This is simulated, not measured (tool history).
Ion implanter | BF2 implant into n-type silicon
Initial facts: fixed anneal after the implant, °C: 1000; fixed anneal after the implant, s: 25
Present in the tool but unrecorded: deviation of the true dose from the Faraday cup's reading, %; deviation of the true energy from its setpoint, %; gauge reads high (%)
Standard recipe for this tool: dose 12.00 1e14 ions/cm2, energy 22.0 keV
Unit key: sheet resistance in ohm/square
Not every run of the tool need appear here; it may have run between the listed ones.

run     day   dose  energy  wafers since the last listed run  hours since the last dose calibration  hours since the extraction supply was calibrated  hours since the gauge calibration  read-back reference wafer on the same gauge, sheet resistance  sheet resistance
  1   0.000  12.00    22.0                                 0                                 1403.7                                            6143.1                              662.6                                                         160.01            175.10
  2   2.088  12.00    22.0                              2344                                 1453.8                                            6193.2                              712.7                                                         160.01            175.14
  3   3.600  12.00    22.0                              1699                                 1490.1                                            6229.5                              749.0                                                         159.98            175.67
  4   5.371  11.20    16.5                              1989                                 1532.6                                            6272.0                              791.5                                                         159.86            200.48
  5   6.721  12.00    22.0                              1516                                 1565.0                                            6304.4                              823.9                                                         159.92            175.52
      8.062  -- gauge calibrated
  6   8.433  12.00    25.5                              1923                                 1606.1                                            6345.5                                8.9                                                         160.03            165.42
  7  10.712  12.00    22.0                              2560                                 1660.8                                            6400.2                               63.6                                                         160.04            176.07
  8  13.529  12.00    22.0                              3164                                 1728.4                                            6467.8                              131.2                                                         159.98            176.21
  9  15.317  12.00    22.0                              2007                                 1771.3                                            6510.7                              174.1                                                         160.04            176.53
 10  18.054  12.00    22.0                              3075                                 1837.0                                            6576.4                              239.8                                                         160.04            176.89
     18.988  -- extraction supply calibrated
     20.246  -- Faraday cup replaced and dose calibrated
 11  21.858  12.00    22.0                              3524                                   38.7                                              68.9                              331.1                                                         159.99            173.54
 12  24.917  12.00    22.0                              3435                                  112.1                                             142.3                              404.5                                                         159.98            173.83
 13  27.379  12.00    22.0                              2766                                  171.2                                             201.4                              463.6                                                         160.04            173.57
 14  29.317   9.53    16.0                              2176                                  217.7                                             247.9                              510.1                                                         160.08            210.38
 15  32.279  13.57    19.5                              3327                                  288.8                                             319.0                              581.2                                                         160.01            178.06
 16  33.350  12.00    22.0                              1202                                  314.5                                             344.7                              606.9                                                         160.05            173.67
 17  35.521  13.78    19.0                              2438                                  366.6                                             396.8                              659.0                                                         160.06            179.34
 18  40.992  14.92    25.0                              6145                                  497.9                                             528.1                              790.3                                                         159.90            156.87
     41.121  -- gauge calibrated
 19  42.038  13.97    18.0                              1174                                  523.0                                             553.2                               22.0                                                         160.09            183.05
 20  43.850  12.00    22.0                              2036                                  566.5                                             596.7                               65.5                                                         159.88            174.41
 21  46.742   8.56    18.0                              3248                                  635.9                                             666.1                              134.9                                                         159.98            210.28
 22  49.550   9.62    29.5                              3154                                  703.3                                             733.5                              202.3                                                         160.04            167.55
 23  51.662   9.65    15.0                              2373                                  754.0                                             784.2                              253.0                                                         160.04            215.03
 24  52.721   8.56    18.0                              1188                                  779.4                                             809.6                              278.4                                                         160.07            210.22
 25  55.221  12.00    19.5                              2808                                  839.4                                             869.6                              338.4                                                         160.02            183.06

Predict each of these 5 candidate next runs independently; none follows another, all start after run 25:
  A  55.238  12.00    19.0                                18                                  839.8                                             870.0                              338.8                                                              ?                 ?
  B  55.238  11.07    22.0                                18                                  839.8                                             870.0                              338.8                                                              ?                 ?
  C  55.238  10.76    22.0                                18                                  839.8                                             870.0                              338.8                                                              ?                 ?
  D  55.238  13.43    15.5                                18                                  839.8                                             870.0                              338.8                                                              ?                 ?
  E  55.238  12.00    28.5                                18                                  839.8                                             870.0                              338.8                                                              ?                 ?

run  read-back reference wafer on the same gauge, sheet resistance  sheet resistance
  A                                                         160.10            184.65
  B                                                         160.10            178.02
  C                                                         160.10            179.59
  D                                                         160.10            194.83
  E                                                         160.10            156.15
Had the tool no hidden state, the same runs would have come out as:
run  sheet resistance
  A            183.74
  B            176.94
  C            178.45
  D            194.11
  E            155.20
